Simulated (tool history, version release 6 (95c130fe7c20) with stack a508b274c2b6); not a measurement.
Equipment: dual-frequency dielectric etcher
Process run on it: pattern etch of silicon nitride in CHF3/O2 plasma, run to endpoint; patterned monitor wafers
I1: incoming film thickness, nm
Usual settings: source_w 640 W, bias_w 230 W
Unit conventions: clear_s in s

Run 1, day 0: usual settings; I1 94.7. Result: clear_s 55.1 s.
Run 2, day 1.138: usual settings; I1 94.1. Result: clear_s 55.6 s.
Run 3, day 2.108: usual settings; I1 95. Result: clear_s 56.2 s.
Run 4, day 3.054: usual settings but source_w 570 W; I1 95.7. Result: clear_s 58.6 s.
Run 5, day 4.158: usual settings but source_w 570 W; I1 95.2. Result: clear_s 58.1 s.
Run 6, day 4.879: usual settings but source_w 570 W; I1 94.7. Result: clear_s 57.5 s.
Run 7, day 5.654: usual settings; I1 94.9. Result: clear_s 55.8 s.
Run 8, day 6.775: usual settings; I1 94.1. Result: clear_s 55.2 s.
Run 9, day 7.983: usual settings but bias_w 242 W; I1 94.7. Result: clear_s 53.8 s.
Run 10, day 9.1: usual settings but bias_w 242 W; I1 94.8. Result: clear_s 54.8 s.
Run 11, day 10.425: usual settings but source_w 600 W, bias_w 265 W; I1 94.4. Result: clear_s 53.1 s.
Run 12, day 11.158: usual settings but source_w 600 W; I1 94.8. Result: clear_s 56 s.
Run 13, day 11.896: usual settings; I1 95.2. Result: clear_s 55.7 s.
Run 14, day 13.054: usual settings but source_w 520 W; I1 93.3. Result: clear_s 57.6 s.
Run 15, day 13.658: usual settings but source_w 720 W, bias_w 272 W; I1 94.6. Result: clear_s 49.3 s.
Run 16, day 15.154: usual settings; I1 94.8. Result: clear_s 54.9 s.
Run 17, day 15.362: usual settings but source_w 580 W, bias_w 283 W; I1 95.5. Result: clear_s 52.4 s.
Run 18, day 16.633: usual settings but bias_w 209 W; I1 94.8. Result: clear_s 57 s.
Run 19, day 17.2: usual settings; I1 94.3. Result: clear_s 54.4 s.
Run 20, day 18.583: usual settings but source_w 730 W, bias_w 262 W; I1 94.7. Result: clear_s 49.4 s.
Run 21, day 19.929: usual settings but source_w 510 W, bias_w 268 W; I1 95.2. Result: clear_s 55.7 s.
Run 22, day 20.483: usual settings but source_w 720 W, bias_w 204 W; I1 93.8. Result: clear_s 54.2 s.
Run 23, day 21.95: usual settings; I1 94.9. Result: clear_s 56.2 s.
Run 24, day 22.067: usual settings but source_w 600 W, bias_w 199 W; I1 94.3. Result: clear_s 61.5 s.
Run 25, day 23.004: usual settings but source_w 690 W; I1 95.8. Result: clear_s 55.2 s.
Run 26, day 23.875: usual settings but bias_w 276 W; I1 94.7. Result: clear_s 52 s.
Run 27, day 24.912: usual settings but source_w 530 W, bias_w 192 W; I1 94.6. Result: clear_s 63.6 s.
Run 28, day 25.508: usual settings but source_w 490 W, bias_w 183 W; I1 96. Result: clear_s 67.3 s.
Run 29, day 26.896: usual settings; I1 94.3. Result: clear_s 55.9 s.
Run 30, day 28.075: usual settings but source_w 690 W, bias_w 286 W; I1 94.4. Result: clear_s 50.3 s.
Run 31, day 29.175: usual settings but source_w 480 W, bias_w 266 W; I1 94.7. Result: clear_s 57.6 s.
Run 32, day 32.521: usual settings but source_w 720 W, bias_w 209 W; I1 94.5. Result: clear_s 55.8 s.
Run 33, day 33.392: usual settings but bias_w 187 W; I1 94.4. Result: clear_s 60.3 s.
Run 34, day 34.042: usual settings but source_w 560 W, bias_w 182 W; I1 93.8. Result: clear_s 62.6 s.

Removed from this log: 4 entries logged between the listed runs. Between which two listed runs does each belong, and how does the tool's hidden state at the listed run before it compare with that at the listed run after it?
Logged between run 14 and run 15: bias power generator calibrated (day 13.629)
  etch rate over this chamber's usual, %: 2.39 -> 2.47
  measured minus no-state result, clear_s: -1.4 -> -1.2 s
Logged between run 15 and run 16: upper electrode replaced (day 15.133)
  etch rate over this chamber's usual, %: 2.47 -> 2.66
  measured minus no-state result, clear_s: -1.2 -> -1.5 s
Logged between run 19 and run 20: source power generator calibrated (day 18.562)
  etch rate over this chamber's usual, %: 2.92 -> 3.1
  measured minus no-state result, clear_s: -1.6 -> -1.6 s
Logged between run 22 and run 23: wet clean of the chamber (day 21.929)
  etch rate over this chamber's usual, %: 3.34 -> 0.25
  measured minus no-state result, clear_s: -1.8 -> -0.1 s

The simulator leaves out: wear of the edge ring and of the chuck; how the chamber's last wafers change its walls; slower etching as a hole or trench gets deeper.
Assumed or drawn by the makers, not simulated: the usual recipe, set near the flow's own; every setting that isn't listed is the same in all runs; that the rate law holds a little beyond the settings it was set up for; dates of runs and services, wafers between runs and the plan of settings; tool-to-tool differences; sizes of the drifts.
